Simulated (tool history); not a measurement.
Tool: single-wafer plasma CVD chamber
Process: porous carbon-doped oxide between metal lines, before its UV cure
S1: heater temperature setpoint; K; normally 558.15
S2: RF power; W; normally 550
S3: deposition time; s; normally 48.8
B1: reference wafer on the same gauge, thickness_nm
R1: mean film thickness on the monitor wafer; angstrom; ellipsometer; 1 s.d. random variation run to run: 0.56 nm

run 1 hour=0 | S1=558.15 S2=550 S3=48.8 | B1=264.932 | R1=2638.93
run 2 hour=23.3 | S1=558.15 S2=550 S3=48.8 | B1=265.069 | R1=2640.1
run 3 hour=50.4 | S1=558.15 S2=550 S3=42.3 | B1=265.035 | R1=2294.06
run 4 hour=70.6 | S1=558.15 S2=550 S3=42.3 | B1=264.878 | R1=2299.05
run 5 hour=86.2 | S1=558.15 S2=550 S3=42.3 | B1=264.809 | R1=2295.65
run 6 hour=102.7 | S1=558.15 S2=550 S3=41.4 | B1=265.161 | R1=2248.87
run 7 hour=134.4 | S1=558.15 S2=550 S3=41.4 | B1=264.894 | R1=2253.08
run 8 hour=148.2 | S1=558.15 S2=550 S3=48.8 | B1=264.962 | R1=2645.67
-- hour=160.3 showerhead replaced
run 9 hour=166.9 | S1=558.15 S2=550 S3=48.8 | B1=265.039 | R1=2638.8
run 10 hour=196.4 | S1=558.15 S2=550 S3=48.8 | B1=265.225 | R1=2641.29

Estimate the outcome of run 11 from the log above:
-- hour=212.6 thermocouple changed; heater temperature recalibrated
run 11 hour=219 | S1=562.15 S2=445 S3=46.1 | B1=? | R1=?

{"run 11": {"B1": 264.97, "R1": 2146.08}}
The same run, on a tool lacking any hidden state, would have yielded R1 2146.08 angstrom.

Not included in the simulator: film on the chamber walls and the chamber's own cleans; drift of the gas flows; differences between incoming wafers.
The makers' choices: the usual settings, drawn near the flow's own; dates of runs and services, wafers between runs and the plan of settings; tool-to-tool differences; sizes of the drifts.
